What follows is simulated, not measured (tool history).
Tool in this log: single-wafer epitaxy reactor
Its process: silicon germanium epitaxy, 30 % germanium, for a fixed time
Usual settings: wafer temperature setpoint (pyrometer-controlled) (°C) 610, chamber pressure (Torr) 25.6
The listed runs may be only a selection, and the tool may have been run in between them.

run,day,wafer temperature setpoint (pyrometer-controlled) (°C),chamber pressure (Torr),"read-back reference wafer on the same gauge, thickness_nm",mean film thickness on the monitor wafer (nm)
1,0,610,25.6,65.336,76.512
2,3.425,610,25.6,65.122,75.211
3,5.792,610,25.6,65.248,75.897
4,8.404,610,25.6,65.394,75.004
5,12.492,610,25.6,65.175,74.93
6,14.696,610,25.6,65.44,75.358
7,18.421,610,29.9,65.393,78.476
8,20.808,607,23.9,65.347,69.104
9,25.058,607,23.9,65.413,69.999
10,28.238,610,23.3,65.319,71.417
# day 31.992: pyrometer calibrated
11,32.183,610,23.3,65.147,74.841
12,33.921,610,23.3,65.204,75.249
13,36.321,620,25.6,65.462,91.67
14,39.142,601,25.6,65.364,66.871
15,43.046,610,25.6,65.235,78.022
16,44.7,610,25.6,65.272,78.248
# day 45.471: capacitance manometer re-zeroed and calibrated
17,47.358,605,31.6,65.346,77.348
# day 50.3: showerhead replaced
# day 54.021: gauge calibrated
18,58.812,610,25.6,65.465,77.166
19,62.317,598,23.3,65.177,61.053
20,64.862,601,28.4,65.26,69.003
21,68.429,610,19.2,65.31,67.937
22,71.7,597,29.6,65.342,65.353
23,75.583,610,25.6,65.199,76.582
24,78.967,605,20.3,65.239,64.193
25,86.138,617,23,65.251,79.996
26,90.579,610,29.2,65.145,78.215
27,93.708,605,19.4,65.499,62.172
28,95.792,604,28.6,65.224,71.506
29,99.429,610,23.3,65.257,72.3
30,103.254,619,30.6,65.348,91.768
31,104.829,602,22.8,65.183,63.393
32,107.704,610,25.6,65.331,73.748
# day 109.208: capacitance manometer re-zeroed and calibrated
33,109.417,610,23.3,65.386,71.699
34,111.488,615,19.5,65.418,72.408

Had the tool no unlogged condition, and each run kept its random variation, what would the results have been?
Hidden state present: wafer temperature above the value expected at the setpoint (K); true pressure above the setpoint (%); gauge reads high (%).
run,mean film thickness on the monitor wafer (nm)
1,79.604
2,78.409
3,79.236
4,78.425
5,78.538
6,79.091
7,82.546
8,72.814
9,73.944
10,75.56
11,75.519
12,76.009
13,92.706
14,67.771
15,79.236
16,79.543
17,78.766
18,79.101
19,62.756
20,71.024
21,70.039
22,67.564
23,79.287
24,66.619
25,83.295
26,81.702
27,65.094
28,74.967
29,75.922
30,96.496
31,66.838
32,77.824
33,75.738
34,76.539
